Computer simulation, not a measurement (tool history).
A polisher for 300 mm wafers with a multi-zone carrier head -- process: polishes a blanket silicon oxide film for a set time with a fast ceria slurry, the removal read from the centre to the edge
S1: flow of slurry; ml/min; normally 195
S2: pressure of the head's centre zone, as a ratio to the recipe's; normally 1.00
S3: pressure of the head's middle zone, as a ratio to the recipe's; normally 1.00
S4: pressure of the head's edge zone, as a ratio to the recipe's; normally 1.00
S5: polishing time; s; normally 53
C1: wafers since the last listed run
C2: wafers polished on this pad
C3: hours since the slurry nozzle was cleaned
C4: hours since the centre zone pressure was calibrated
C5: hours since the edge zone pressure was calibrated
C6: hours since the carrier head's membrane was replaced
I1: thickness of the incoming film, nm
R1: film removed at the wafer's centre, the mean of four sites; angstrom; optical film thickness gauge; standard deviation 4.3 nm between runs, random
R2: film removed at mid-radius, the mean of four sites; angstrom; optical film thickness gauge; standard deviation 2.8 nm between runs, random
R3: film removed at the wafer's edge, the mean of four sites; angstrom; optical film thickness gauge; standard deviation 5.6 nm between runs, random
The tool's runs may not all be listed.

Run 1, hour 0.0: usual settings but S2 1.05; C1 0; C2 178; C3 571.1; C4 659.2; C5 583.5; C6 300.0; I1 3275.6. Result: R1 4377 angstrom, R2 4274 angstrom, R3 4391 angstrom.
Run 2, hour 32.5: usual settings but S2 1.05; C1 530; C2 709; C3 603.6; C4 691.7; C5 616.0; C6 332.5; I1 3351.4. Result: R1 4099 angstrom, R2 4095 angstrom, R3 4062 angstrom.
Run 3, hour 67.3: usual settings but S1 150 ml/min, S3 1.03; C1 568; C2 1277; C3 638.4; C4 726.5; C5 650.8; C6 367.3; I1 3283.9. Result: R1 3628 angstrom, R2 3916 angstrom, R3 3955 angstrom.
Run 4, hour 92.4: usual settings but S1 150 ml/min, S3 1.03; C1 409; C2 1687; C3 663.5; C4 751.6; C5 675.9; C6 392.4; I1 3218.9. Result: R1 3583 angstrom, R2 3858 angstrom, R3 3828 angstrom.
At hour 105.7: worn pad replaced by a new one.
Run 5, hour 112.0: usual settings but S1 150 ml/min, S3 1.03; C1 254; C2 102; C3 683.1; C4 771.2; C5 695.5; C6 412.0; I1 3224.3. Result: R1 3828 angstrom, R2 4241 angstrom, R3 4189 angstrom.
Run 6, hour 138.2: usual settings but S4 1.09; C1 427; C2 530; C3 709.3; C4 797.4; C5 721.7; C6 438.2; I1 3318.2. Result: R1 3786 angstrom, R2 4029 angstrom, R3 4154 angstrom.
Run 7, hour 168.6: usual settings but S3 0.96, S5 40 s; C1 496; C2 1026; C3 739.7; C4 827.8; C5 752.1; C6 468.6; I1 3293.3. Result: R1 2808 angstrom, R2 2854 angstrom, R3 3020 angstrom.
At hour 169.6: slurry nozzle cleaned.
Run 8, hour 185.4: usual settings but S3 0.96, S5 40 s; C1 258; C2 1284; C3 15.8; C4 844.6; C5 768.9; C6 485.4; I1 3281.8. Result: R1 2761 angstrom, R2 2845 angstrom, R3 2891 angstrom.
Run 9, hour 208.7: usual settings but S3 0.96, S5 40 s; C1 380; C2 1665; C3 39.1; C4 867.9; C5 792.2; C6 508.7; I1 3261.1. Result: R1 2698 angstrom, R2 2822 angstrom, R3 2968 angstrom.
At hour 223.2: worn pad replaced by a new one.
Run 10, hour 232.9: usual settings; C1 329; C2 158; C3 63.3; C4 892.1; C5 816.4; C6 532.9; I1 3302.1. Result: R1 3978 angstrom, R2 4319 angstrom, R3 4336 angstrom.
At hour 250.9: edge zone pressure recalibrated.
Run 11, hour 265.8: usual settings; C1 504; C2 662; C3 96.2; C4 925.0; C5 14.9; C6 565.8; I1 3317.3. Result: R1 3794 angstrom, R2 4090 angstrom, R3 4057 angstrom.
Run 12, hour 285.8: usual settings but S1 140 ml/min, S3 1.05, S4 0.95, S5 70 s; C1 326; C2 989; C3 116.2; C4 945.0; C5 34.9; C6 585.8; I1 3248.0. Result: R1 4577 angstrom, R2 5225 angstrom, R3 5045 angstrom.
Run 13, hour 318.1: usual settings but S1 150 ml/min, S4 1.10; C1 527; C2 1516; C3 148.5; C4 977.3; C5 67.2; C6 618.1; I1 3239.5. Result: R1 3505 angstrom, R2 3780 angstrom, R3 3977 angstrom.
At hour 322.4: worn pad replaced by a new one.
Run 14, hour 344.1: usual settings but S1 255 ml/min, S2 0.90, S3 0.90, S5 68 s; C1 359; C2 354; C3 174.5; C4 1003.3; C5 93.2; C6 644.1; I1 3288.5. Result: R1 4578 angstrom, R2 5055 angstrom, R3 5494 angstrom.
At hour 372.8: carrier head's membrane replaced by a new one.
Run 15, hour 373.4: usual settings but S2 0.93, S4 0.97; C1 396; C2 751; C3 203.8; C4 1032.6; C5 122.5; C6 0.6; I1 3259.0. Result: R1 3397 angstrom, R2 3978 angstrom, R3 3922 angstrom.
Run 16, hour 397.8: usual settings but S2 0.93, S4 0.97; C1 398; C2 1149; C3 228.2; C4 1057.0; C5 146.9; C6 25.0; I1 3336.3. Result: R1 3316 angstrom, R2 3948 angstrom, R3 3837 angstrom.
Run 17, hour 419.4: usual settings but S2 0.95, S3 0.97; C1 352; C2 1502; C3 249.8; C4 1078.6; C5 168.5; C6 46.6; I1 3292.7. Result: R1 3315 angstrom, R2 3810 angstrom, R3 3947 angstrom.
Run 18, hour 431.8: usual settings but S1 140 ml/min, S5 67 s; C1 202; C2 1704; C3 262.2; C4 1091.0; C5 180.9; C6 59.0; I1 3294.4. Result: R1 4178 angstrom, R2 4694 angstrom, R3 4774 angstrom.
At hour 434.0: centre zone pressure recalibrated.
At hour 446.7: worn pad replaced by a new one.
Run 19, hour 449.4: usual settings but S2 0.89; C1 189; C2 43; C3 279.8; C4 15.4; C5 198.5; C6 76.6; I1 3281.1. Result: R1 3883 angstrom, R2 4385 angstrom, R3 4366 angstrom.
Run 20, hour 475.9: usual settings but S1 225 ml/min, S5 41 s; C1 432; C2 476; C3 306.3; C4 41.9; C5 225.0; C6 103.1; I1 3264.0. Result: R1 3294 angstrom, R2 3228 angstrom, R3 3250 angstrom.
Run 21, hour 509.4: usual settings but S2 0.93, S3 1.10, S4 0.93, S5 60 s; C1 547; C2 1023; C3 339.8; C4 75.4; C5 258.5; C6 136.6; I1 3257.1. Result: R1 4180 angstrom, R2 4883 angstrom, R3 4445 angstrom.
Run 22, hour 536.6: usual settings; C1 444; C2 1467; C3 367.0; C4 102.6; C5 285.7; C6 163.8; I1 3264.6. Result: R1 3924 angstrom, R2 3965 angstrom, R3 3932 angstrom.
At hour 549.1: worn pad replaced by a new one.
Run 23, hour 551.1: usual settings but S1 220 ml/min, S2 1.04, S3 1.07, S4 1.08; C1 171; C2 32; C3 381.5; C4 117.1; C5 300.2; C6 178.3; I1 3283.6. Result: R1 4599 angstrom, R2 4635 angstrom, R3 4599 angstrom.

Some steps in R1 between neighbouring runs. How much of each would the tool show without its hidden state too (settings, what came in, random variation), and how much is left for the hidden state, with any gauge scatter that isn't in both results?
Unlogged tool condition in this case: removal rate lost through wear of the pad, %; slurry flow missing at the pad, %; deviation of the centre zone's pressure from its setpoint, %; deviation of the edge zone's pressure from its setpoint, %.
Run 9 -> 10: S3 0.96 -> 1.00, S5 40 -> 53, worn pad replaced by a new one. R1 +1280 angstrom: hidden state +181, all else +1099.
Run 14 -> 15: S1 255 -> 195, S2 0.90 -> 0.93, S3 0.90 -> 1.00, S4 1.00 -> 0.97, S5 68 -> 53, carrier head's membrane replaced by a new one. R1 -1181 angstrom: hidden state +30, all else -1211.
Run 18 -> 19: S1 140 -> 195, S2 1.00 -> 0.89, S5 67 -> 53, centre zone pressure recalibrated, worn pad replaced by a new one. R1 -295 angstrom: hidden state +1095, all else -1390.
Run 22 -> 23: S1 195 -> 220, S2 1.00 -> 1.04, S3 1.00 -> 1.07, S4 1.00 -> 1.08, worn pad replaced by a new one. R1 +675 angstrom: hidden state +395, all else +280.
